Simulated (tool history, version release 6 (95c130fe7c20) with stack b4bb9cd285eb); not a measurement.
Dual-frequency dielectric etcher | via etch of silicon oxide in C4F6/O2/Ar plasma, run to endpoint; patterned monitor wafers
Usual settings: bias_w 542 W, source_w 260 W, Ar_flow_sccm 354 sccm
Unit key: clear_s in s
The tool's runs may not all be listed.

run	day	bias_w	source_w	Ar_flow_sccm	wafers since the last listed run	hours since the last wet clean	hours since the last bias power generator calibration	hours since the last source power generator calibration	hours since the last Ar flow controller change	hours since the last upper electrode change	incoming incoming film thickness, nm	clear_s
1	0	542	210	354	0	104.8	1594.2	2264.6	1443.3	1583.2	75	20
2	1.996	542	260	354	671	152.7	1642.1	2312.5	1491.2	1631.1	73.8	18.5
3	3.85	542	260	354	623	197.2	1686.6	2357	1535.7	1675.6	74.2	18.5
4	8.058	542	300	354	1415	298.2	1787.6	2458	1636.7	1776.6	74.1	17.2
5	10.875	542	300	354	947	365.8	1855.2	2525.6	1704.3	1844.2	74.2	17.2
# day 17.725: Ar flow controller replaced
# day 18.317: wet clean of the chamber
6	18.338	542	300	354	2226	0.5	2034.3	2704.7	14.7	2023.3	72.8	17.6
7	19.775	449	260	354	483	35	2068.8	2739.2	49.2	2057.8	74.1	19.8
8	21.667	542	260	354	636	80.4	2114.2	2784.6	94.6	2103.2	74.3	19
9	24.075	542	260	354	809	138.2	2172	2842.4	152.4	2161	74.7	18.9
10	25.233	542	260	354	389	166	2199.8	2870.2	180.2	2188.8	74	18.9
11	27.25	585	260	354	678	214.4	2248.2	2918.6	228.6	2237.2	73.7	18.2
12	30.167	585	260	354	980	284.4	2318.2	2988.6	298.6	2307.2	74.4	18.6
13	32.471	645	210	429	774	339.7	2373.5	3043.9	353.9	2362.5	74.6	19.7
# day 32.65: source power generator calibrated
14	33.933	411	260	432	435	374.8	2408.6	30.8	389	2397.6	74.3	20.3
15	36.175	542	260	328	753	428.6	2462.4	84.6	442.8	2451.4	74.6	18.2
16	37.95	542	260	354	596	471.2	2505	127.2	485.4	2494	74	18.3
# day 39.733: upper electrode replaced, of another model than before
17	39.754	585	260	354	270	514.5	2548.3	170.5	528.7	0.5	74.5	18.1
18	42.2	624	260	354	822	573.2	2607	229.2	587.4	59.2	74.4	18.1
19	43.2	542	260	354	336	597.2	2631	253.2	611.4	83.2	74.6	18.2
# day 44.846: wet clean of the chamber
20	45.488	454	260	354	432	15.4	2685.9	308.1	666.3	138.1	74	19
# day 46.9: bias power generator calibrated
21	48.096	622	210	425	821	78	28.7	370.7	728.9	200.7	73.8	21.4
22	50.221	542	260	354	714	129	79.7	421.7	779.9	251.7	74.6	18.8
23	51.675	542	260	354	489	163.9	114.6	456.6	814.8	286.6	74.1	18.8
24	53.688	677	200	275	676	212.2	162.9	504.9	863.1	334.9	74.8	20.6
25	56.25	542	260	384	861	273.7	224.4	566.4	924.6	396.4	73.9	18.8
26	57.658	542	260	354	473	307.5	258.2	600.2	958.4	430.2	73.4	18.1
27	60.258	465	240	271	874	369.9	320.6	662.6	1020.8	492.6	74.6	18.8
28	61.479	465	240	271	410	399.2	349.9	691.9	1050.1	521.9	74	18.6
29	63.225	422	240	314	587	441.1	391.8	733.8	1092	563.8	74.2	19.1

Predict each of these 4 candidate next runs independently; none follows another, all start after run 29:
A	63.242	542	260	354	5	441.5	392.2	734.2	1092.4	564.2	74.4	?
B	63.242	466	290	287	5	441.5	392.2	734.2	1092.4	564.2	74.4	?
C	63.242	414	260	399	5	441.5	392.2	734.2	1092.4	564.2	74.4	?
D	63.242	603	310	309	5	441.5	392.2	734.2	1092.4	564.2	74.4	?

run	clear_s
A	18.4
B	17.1
C	19.4
D	16.1
Without the tool's unlogged condition, the same runs would have read:
run	clear_s
A	19
B	17.7
C	20
D	16.7
